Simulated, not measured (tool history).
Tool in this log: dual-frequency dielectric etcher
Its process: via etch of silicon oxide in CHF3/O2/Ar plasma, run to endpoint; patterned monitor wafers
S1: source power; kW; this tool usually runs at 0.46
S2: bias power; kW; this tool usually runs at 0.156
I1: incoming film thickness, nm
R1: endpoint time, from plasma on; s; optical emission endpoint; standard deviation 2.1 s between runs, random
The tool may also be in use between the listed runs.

| run | hour | S1 | S2 | I1 | R1 |
|---|---|---|---|---|---|
| 1 | 0 | 0.46 | 0.156 | 556.5 | 338.1 |
| 2 | 64.4 | 0.46 | 0.156 | 552.4 | 335.3 |
| 3 | 106.1 | 0.46 | 0.156 | 553.4 | 335.6 |
| 4 | 295.9 | 0.46 | 0.156 | 552.6 | 334.8 |
|  | 509.2 | wet clean of the chamber |
| 5 | 509.7 | 0.46 | 0.156 | 548.7 | 330.9 |
|  | 640.5 | source power generator calibrated |
| 6 | 658.4 | 0.46 | 0.156 | 549.3 | 333.9 |
|  | 702.1 | upper electrode replaced |
| 7 | 705.4 | 0.46 | 0.156 | 554.8 | 333.1 |
| 8 | 757.3 | 0.46 | 0.156 | 549.5 | 331 |
| 9 | 792.3 | 0.58 | 0.134 | 559 | 334.1 |

Predict the results of run 10:
| 10 | 823.7 | 0.46 | 0.156 | 553.3 | ? |

{"run 10": {"R1": 339}}
With no hidden state in the tool, this same run would have given R1 333.2 s.
